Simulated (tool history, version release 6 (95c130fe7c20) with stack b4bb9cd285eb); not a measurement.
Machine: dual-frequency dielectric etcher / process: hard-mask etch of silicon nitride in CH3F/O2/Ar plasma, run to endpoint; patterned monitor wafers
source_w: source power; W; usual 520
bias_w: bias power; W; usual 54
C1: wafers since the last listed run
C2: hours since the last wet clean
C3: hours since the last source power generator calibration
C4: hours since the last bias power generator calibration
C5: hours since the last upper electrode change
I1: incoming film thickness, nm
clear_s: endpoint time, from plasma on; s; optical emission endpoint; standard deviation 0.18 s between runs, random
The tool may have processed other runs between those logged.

{"run": 1, "day": 0.0, "source_w": 520, "bias_w": 54, "C1": 0, "C2": 64.9, "C3": 2357.9, "C4": 3368.2, "C5": 4771.4, "I1": 44.91, "clear_s": 61.5}
{"run": 2, "day": 2.042, "source_w": 520, "bias_w": 54, "C1": 529, "C2": 113.9, "C3": 2406.9, "C4": 3417.2, "C5": 4820.4, "I1": 44.57, "clear_s": 61.2}
{"run": 3, "day": 3.8, "source_w": 520, "bias_w": 54, "C1": 455, "C2": 156.1, "C3": 2449.1, "C4": 3459.4, "C5": 4862.6, "I1": 44.73, "clear_s": 61.4}
{"run": 4, "day": 6.221, "source_w": 570, "bias_w": 64, "C1": 627, "C2": 214.2, "C3": 2507.2, "C4": 3517.5, "C5": 4920.7, "I1": 44.88, "clear_s": 54.9}
{"run": 5, "day": 8.879, "source_w": 600, "bias_w": 54, "C1": 689, "C2": 278.0, "C3": 2571.0, "C4": 3581.3, "C5": 4984.5, "I1": 45.39, "clear_s": 57.7}
{"day": 12.971, "done": "wet clean of the chamber"}
{"run": 6, "day": 14.462, "source_w": 600, "bias_w": 54, "C1": 1188, "C2": 35.8, "C3": 2705.0, "C4": 3715.3, "C5": 5118.5, "I1": 45.07, "clear_s": 58.3}
{"run": 7, "day": 21.708, "source_w": 520, "bias_w": 54, "C1": 1878, "C2": 209.7, "C3": 2878.9, "C4": 3889.2, "C5": 5292.4, "I1": 45.04, "clear_s": 62.1}
{"run": 8, "day": 23.392, "source_w": 520, "bias_w": 54, "C1": 436, "C2": 250.1, "C3": 2919.3, "C4": 3929.6, "C5": 5332.8, "I1": 45.1, "clear_s": 61.1}
{"run": 9, "day": 26.208, "source_w": 610, "bias_w": 54, "C1": 730, "C2": 317.7, "C3": 2986.9, "C4": 3997.2, "C5": 5400.4, "I1": 44.67, "clear_s": 56.3}
{"day": 26.879, "done": "source power generator calibrated"}
{"day": 27.854, "done": "upper electrode replaced"}
{"day": 28.892, "done": "wet clean of the chamber"}
{"run": 10, "day": 28.912, "source_w": 610, "bias_w": 54, "C1": 146, "C2": 0.5, "C3": 48.8, "C4": 4062.1, "C5": 25.4, "I1": 44.85, "clear_s": 56.4}
{"run": 11, "day": 31.042, "source_w": 610, "bias_w": 54, "C1": 551, "C2": 51.6, "C3": 99.9, "C4": 4113.2, "C5": 76.5, "I1": 44.9, "clear_s": 56.2}
{"run": 12, "day": 32.912, "source_w": 520, "bias_w": 54, "C1": 484, "C2": 96.5, "C3": 144.8, "C4": 4158.1, "C5": 121.4, "I1": 45.16, "clear_s": 60.8}
{"day": 33.496, "done": "bias power generator calibrated"}
{"run": 13, "day": 35.346, "source_w": 520, "bias_w": 54, "C1": 587, "C2": 154.9, "C3": 203.2, "C4": 44.4, "C5": 179.8, "I1": 45.05, "clear_s": 60.3}
{"run": 14, "day": 36.633, "source_w": 520, "bias_w": 54, "C1": 333, "C2": 185.8, "C3": 234.1, "C4": 75.3, "C5": 210.7, "I1": 44.9, "clear_s": 60.1}
{"run": 15, "day": 38.817, "source_w": 450, "bias_w": 62, "C1": 565, "C2": 238.2, "C3": 286.5, "C4": 127.7, "C5": 263.1, "I1": 44.63, "clear_s": 60.4}
{"run": 16, "day": 41.762, "source_w": 520, "bias_w": 54, "C1": 763, "C2": 308.9, "C3": 357.2, "C4": 198.4, "C5": 333.8, "I1": 44.81, "clear_s": 59.7}
{"run": 17, "day": 43.388, "source_w": 520, "bias_w": 60, "C1": 421, "C2": 347.9, "C3": 396.2, "C4": 237.4, "C5": 372.8, "I1": 45.06, "clear_s": 57.1}
{"run": 18, "day": 44.571, "source_w": 440, "bias_w": 46, "C1": 306, "C2": 376.3, "C3": 424.6, "C4": 265.8, "C5": 401.2, "I1": 44.8, "clear_s": 68.8}
{"day": 46.592, "done": "wet clean of the chamber"}
{"run": 19, "day": 46.612, "source_w": 470, "bias_w": 44, "C1": 270, "C2": 0.5, "C3": 473.6, "C4": 314.8, "C5": 450.2, "I1": 45.37, "clear_s": 71.2}
{"run": 20, "day": 48.108, "source_w": 520, "bias_w": 54, "C1": 387, "C2": 36.4, "C3": 509.5, "C4": 350.7, "C5": 486.1, "I1": 44.39, "clear_s": 60.6}
{"run": 21, "day": 50.558, "source_w": 440, "bias_w": 50, "C1": 635, "C2": 95.2, "C3": 568.3, "C4": 409.5, "C5": 544.9, "I1": 44.9, "clear_s": 68.5}
{"run": 22, "day": 51.908, "source_w": 520, "bias_w": 54, "C1": 349, "C2": 127.6, "C3": 600.7, "C4": 441.9, "C5": 577.3, "I1": 44.51, "clear_s": 60.4}
{"run": 23, "day": 53.679, "source_w": 520, "bias_w": 63, "C1": 459, "C2": 170.1, "C3": 643.2, "C4": 484.4, "C5": 619.8, "I1": 44.51, "clear_s": 56.6}
{"run": 24, "day": 57.8, "source_w": 600, "bias_w": 58, "C1": 1068, "C2": 269.0, "C3": 742.1, "C4": 583.3, "C5": 718.7, "I1": 44.7, "clear_s": 54.4}
{"day": 60.388, "done": "wet clean of the chamber"}
{"run": 25, "day": 60.408, "source_w": 450, "bias_w": 41, "C1": 416, "C2": 0.5, "C3": 804.7, "C4": 645.9, "C5": 781.3, "I1": 45.26, "clear_s": 74.3}
{"run": 26, "day": 65.242, "source_w": 520, "bias_w": 54, "C1": 1252, "C2": 116.5, "C3": 920.7, "C4": 761.9, "C5": 897.3, "I1": 44.74, "clear_s": 60.9}

Alternative continuations, all from the tool just after run 26; predict every row:
{"run": "A", "day": 65.258, "source_w": 430, "bias_w": 54, "C1": 4, "C2": 116.9, "C3": 921.1, "C4": 762.3, "C5": 897.7, "I1": 45.09, "clear_s": "?"}
{"run": "B", "day": 65.258, "source_w": 470, "bias_w": 60, "C1": 4, "C2": 116.9, "C3": 921.1, "C4": 762.3, "C5": 897.7, "I1": 45.09, "clear_s": "?"}
{"run": "C", "day": 65.258, "source_w": 520, "bias_w": 44, "C1": 4, "C2": 116.9, "C3": 921.1, "C4": 762.3, "C5": 897.7, "I1": 45.09, "clear_s": "?"}
{"run": "D", "day": 65.258, "source_w": 450, "bias_w": 49, "C1": 4, "C2": 116.9, "C3": 921.1, "C4": 762.3, "C5": 897.7, "I1": 45.09, "clear_s": "?"}

run=A clear_s=67.8
run=B clear_s=62.1
run=C clear_s=66.7
run=D clear_s=68.8
What these runs would have given with no unlogged condition in the tool:
run=A clear_s=67.7
run=B clear_s=62.1
run=C clear_s=66.6
run=D clear_s=68.8

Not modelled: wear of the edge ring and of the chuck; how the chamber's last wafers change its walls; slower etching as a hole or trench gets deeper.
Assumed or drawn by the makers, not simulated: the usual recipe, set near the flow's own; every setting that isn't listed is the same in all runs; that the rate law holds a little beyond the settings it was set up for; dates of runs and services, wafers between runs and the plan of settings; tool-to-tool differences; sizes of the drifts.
